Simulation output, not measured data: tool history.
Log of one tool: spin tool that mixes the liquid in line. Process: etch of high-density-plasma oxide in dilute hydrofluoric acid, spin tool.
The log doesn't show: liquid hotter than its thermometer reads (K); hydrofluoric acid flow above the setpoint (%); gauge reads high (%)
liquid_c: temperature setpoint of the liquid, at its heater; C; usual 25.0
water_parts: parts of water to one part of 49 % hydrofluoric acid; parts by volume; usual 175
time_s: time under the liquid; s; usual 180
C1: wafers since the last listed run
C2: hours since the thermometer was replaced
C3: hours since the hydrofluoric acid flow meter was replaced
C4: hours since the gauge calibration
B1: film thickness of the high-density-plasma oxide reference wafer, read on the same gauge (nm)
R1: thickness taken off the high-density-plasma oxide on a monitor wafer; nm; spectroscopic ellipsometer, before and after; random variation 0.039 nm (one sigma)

{"run": 1, "hour": 0.0, "liquid_c": 25.0, "water_parts": 175, "time_s": 180, "C1": 0, "C2": 2556.8, "C3": 612.8, "C4": 72.4, "B1": 50.025, "R1": 4.631}
{"run": 2, "hour": 7.9, "liquid_c": 25.0, "water_parts": 175, "time_s": 180, "C1": 36, "C2": 2564.7, "C3": 620.7, "C4": 80.3, "B1": 50.045, "R1": 4.666}
{"run": 3, "hour": 23.5, "liquid_c": 25.0, "water_parts": 175, "time_s": 180, "C1": 71, "C2": 2580.3, "C3": 636.3, "C4": 95.9, "B1": 50.002, "R1": 4.656}
{"run": 4, "hour": 38.5, "liquid_c": 25.0, "water_parts": 175, "time_s": 140, "C1": 68, "C2": 2595.3, "C3": 651.3, "C4": 110.9, "B1": 50.006, "R1": 3.606}
{"run": 5, "hour": 45.0, "liquid_c": 25.0, "water_parts": 140, "time_s": 180, "C1": 29, "C2": 2601.8, "C3": 657.8, "C4": 117.4, "B1": 49.995, "R1": 5.999}
{"run": 6, "hour": 51.3, "liquid_c": 25.0, "water_parts": 140, "time_s": 180, "C1": 28, "C2": 2608.1, "C3": 664.1, "C4": 123.7, "B1": 50.028, "R1": 6.004}
{"run": 7, "hour": 68.4, "liquid_c": 25.0, "water_parts": 175, "time_s": 230, "C1": 78, "C2": 2625.2, "C3": 681.2, "C4": 140.8, "B1": 50.014, "R1": 5.868}
{"hour": 79.3, "done": "gauge calibrated"}
{"run": 8, "hour": 80.3, "liquid_c": 25.0, "water_parts": 175, "time_s": 230, "C1": 54, "C2": 2637.1, "C3": 693.1, "C4": 1.0, "B1": 49.992, "R1": 5.819}
{"run": 9, "hour": 96.6, "liquid_c": 25.0, "water_parts": 175, "time_s": 180, "C1": 74, "C2": 2653.4, "C3": 709.4, "C4": 17.3, "B1": 49.951, "R1": 4.616}
{"run": 10, "hour": 104.6, "liquid_c": 25.0, "water_parts": 115, "time_s": 180, "C1": 36, "C2": 2661.4, "C3": 717.4, "C4": 25.3, "B1": 49.949, "R1": 7.52}
{"hour": 106.6, "done": "thermometer replaced"}
{"run": 11, "hour": 116.6, "liquid_c": 25.0, "water_parts": 140, "time_s": 180, "C1": 50, "C2": 10.0, "C3": 729.4, "C4": 37.3, "B1": 50.004, "R1": 5.918}
{"hour": 123.6, "done": "hydrofluoric acid flow meter replaced"}
{"run": 12, "hour": 124.1, "liquid_c": 25.0, "water_parts": 255, "time_s": 250, "C1": 29, "C2": 17.5, "C3": 0.5, "C4": 44.8, "B1": 49.971, "R1": 4.065}
{"run": 13, "hour": 130.9, "liquid_c": 25.0, "water_parts": 175, "time_s": 180, "C1": 31, "C2": 24.3, "C3": 7.3, "C4": 51.6, "B1": 49.978, "R1": 4.597}
{"run": 14, "hour": 140.1, "liquid_c": 22.5, "water_parts": 175, "time_s": 255, "C1": 42, "C2": 33.5, "C3": 16.5, "C4": 60.8, "B1": 50.015, "R1": 5.952}
{"run": 15, "hour": 153.0, "liquid_c": 21.0, "water_parts": 175, "time_s": 180, "C1": 59, "C2": 46.4, "C3": 29.4, "C4": 73.7, "B1": 49.971, "R1": 3.978}
{"run": 16, "hour": 170.0, "liquid_c": 27.5, "water_parts": 265, "time_s": 220, "C1": 78, "C2": 63.4, "C3": 46.4, "C4": 90.7, "B1": 50.02, "R1": 3.748}

Hidden state at the last listed run before each entry between runs and at the first one after, where it differs:
Between runs 7 and 8: gauge calibrated (hour 79.3)
  no hidden state differs between the two runs
Between runs 10 and 11: thermometer replaced (hour 106.6)
  no hidden state differs between the two runs
Between runs 11 and 12: hydrofluoric acid flow meter replaced (hour 123.6)
  no hidden state differs between the two runs
